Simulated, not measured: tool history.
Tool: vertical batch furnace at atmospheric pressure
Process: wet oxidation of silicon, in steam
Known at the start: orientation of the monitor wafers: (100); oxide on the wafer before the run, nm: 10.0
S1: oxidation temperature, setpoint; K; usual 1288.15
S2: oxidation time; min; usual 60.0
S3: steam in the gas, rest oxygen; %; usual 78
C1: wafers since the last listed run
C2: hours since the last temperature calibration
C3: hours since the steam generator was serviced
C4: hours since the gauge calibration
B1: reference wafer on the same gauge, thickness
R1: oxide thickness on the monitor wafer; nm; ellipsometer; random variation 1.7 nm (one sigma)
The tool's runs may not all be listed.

run 1 hour=0.0 | S1=1288.15 S2=40.0 S3=78 | C1=0 C2=207.7 C3=835.8 C4=1090.5 | B1=331.83 | R1=297.06
run 2 hour=66.7 | S1=1288.15 S2=40.0 S3=78 | C1=897 C2=274.4 C3=902.5 C4=1157.2 | B1=332.43 | R1=298.69
run 3 hour=166.4 | S1=1288.15 S2=40.0 S3=78 | C1=1342 C2=374.1 C3=1002.2 C4=1256.9 | B1=333.16 | R1=302.20
run 4 hour=252.7 | S1=1288.15 S2=60.0 S3=78 | C1=1161 C2=460.4 C3=1088.5 C4=1343.2 | B1=334.33 | R1=396.82
run 5 hour=311.9 | S1=1288.15 S2=60.0 S3=78 | C1=796 C2=519.6 C3=1147.7 C4=1402.4 | B1=334.15 | R1=396.17
run 6 hour=378.8 | S1=1288.15 S2=60.0 S3=78 | C1=900 C2=586.5 C3=1214.6 C4=1469.3 | B1=334.20 | R1=395.06
run 7 hour=425.9 | S1=1288.15 S2=60.0 S3=78 | C1=634 C2=633.6 C3=1261.7 C4=1516.4 | B1=334.98 | R1=397.64
run 8 hour=485.0 | S1=1288.15 S2=60.0 S3=78 | C1=795 C2=692.7 C3=1320.8 C4=1575.5 | B1=335.19 | R1=397.06
run 9 hour=579.1 | S1=1288.15 S2=60.0 S3=78 | C1=1266 C2=786.8 C3=1414.9 C4=1669.6 | B1=335.35 | R1=399.99
run 10 hour=632.2 | S1=1307.15 S2=60.0 S3=73 | C1=714 C2=839.9 C3=1468.0 C4=1722.7 | B1=336.28 | R1=430.37
run 11 hour=715.5 | S1=1307.15 S2=60.0 S3=73 | C1=1121 C2=923.2 C3=1551.3 C4=1806.0 | B1=336.69 | R1=430.77
run 12 hour=814.8 | S1=1304.15 S2=60.0 S3=78 | C1=1336 C2=1022.5 C3=1650.6 C4=1905.3 | B1=337.03 | R1=443.86
run 13 hour=913.0 | S1=1304.15 S2=60.0 S3=78 | C1=1321 C2=1120.7 C3=1748.8 C4=2003.5 | B1=338.40 | R1=441.87
run 14 hour=1002.7 | S1=1288.15 S2=60.0 S3=78 | C1=1207 C2=1210.4 C3=1838.5 C4=2093.2 | B1=338.63 | R1=402.50
run 15 hour=1066.7 | S1=1288.15 S2=60.0 S3=78 | C1=861 C2=1274.4 C3=1902.5 C4=2157.2 | B1=338.73 | R1=401.16
run 16 hour=1172.2 | S1=1288.15 S2=60.0 S3=66 | C1=1420 C2=1379.9 C3=2008.0 C4=2262.7 | B1=339.22 | R1=360.87
run 17 hour=1246.7 | S1=1301.15 S2=60.0 S3=78 | C1=1002 C2=1454.4 C3=2082.5 C4=2337.2 | B1=339.18 | R1=439.73
run 18 hour=1307.2 | S1=1270.15 S2=48.0 S3=87 | C1=814 C2=1514.9 C3=2143.0 C4=2397.7 | B1=340.48 | R1=326.27
-- hour=1346.1 gauge calibrated
run 19 hour=1543.3 | S1=1288.15 S2=60.0 S3=78 | C1=3178 C2=1751.0 C3=2379.1 C4=197.2 | B1=324.31 | R1=383.09
run 20 hour=1639.9 | S1=1266.15 S2=60.0 S3=73 | C1=1300 C2=1847.6 C3=2475.7 C4=293.8 | B1=324.42 | R1=314.38
run 21 hour=1707.7 | S1=1264.15 S2=77.0 S3=78 | C1=912 C2=1915.4 C3=2543.5 C4=361.6 | B1=324.88 | R1=382.40
-- hour=1740.1 steam generator serviced
run 22 hour=1814.2 | S1=1288.15 S2=60.0 S3=78 | C1=1110 C2=2021.9 C3=74.1 C4=468.1 | B1=325.33 | R1=386.40
-- hour=1859.0 thermocouples replaced and temperature profile calibrated
run 23 hour=1888.7 | S1=1288.15 S2=60.0 S3=78 | C1=679 C2=29.7 C3=148.6 C4=542.6 | B1=326.34 | R1=387.41
run 24 hour=2139.5 | S1=1288.15 S2=60.0 S3=88 | C1=3376 C2=280.5 C3=399.4 C4=793.4 | B1=327.39 | R1=420.43
run 25 hour=2232.7 | S1=1288.15 S2=60.0 S3=78 | C1=1254 C2=373.7 C3=492.6 C4=886.6 | B1=327.71 | R1=387.98
run 26 hour=2335.3 | S1=1264.15 S2=77.0 S3=78 | C1=1381 C2=476.3 C3=595.2 C4=989.2 | B1=328.52 | R1=391.70
run 27 hour=2373.2 | S1=1305.15 S2=48.5 S3=78 | C1=510 C2=514.2 C3=633.1 C4=1027.1 | B1=328.76 | R1=383.11
run 28 hour=2437.7 | S1=1288.15 S2=60.0 S3=74 | C1=868 C2=578.7 C3=697.6 C4=1091.6 | B1=329.07 | R1=378.00
run 29 hour=2498.8 | S1=1306.15 S2=78.5 S3=90 | C1=822 C2=639.8 C3=758.7 C4=1152.7 | B1=329.68 | R1=565.60

Forecast each of these 4 alternatives for the next run:
run A hour=2504.2 | S1=1288.15 S2=60.0 S3=78 | C1=72 C2=645.2 C3=764.1 C4=1158.1 | B1=? | R1=?
run B hour=2504.2 | S1=1288.15 S2=80.0 S3=87 | C1=72 C2=645.2 C3=764.1 C4=1158.1 | B1=? | R1=?
run C hour=2504.2 | S1=1297.15 S2=71.5 S3=71 | C1=72 C2=645.2 C3=764.1 C4=1158.1 | B1=? | R1=?
run D hour=2504.2 | S1=1288.15 S2=47.5 S3=78 | C1=72 C2=645.2 C3=764.1 C4=1158.1 | B1=? | R1=?

run=A B1=329.88 R1=390.19
run=B B1=329.88 R1=504.91
run=C B1=329.88 R1=436.10
run=D B1=329.88 R1=333.69
Without the tool's hidden state the same runs would have given:
run=A R1=381.05
run=B R1=493.09
run=C R1=425.89
run=D R1=325.88
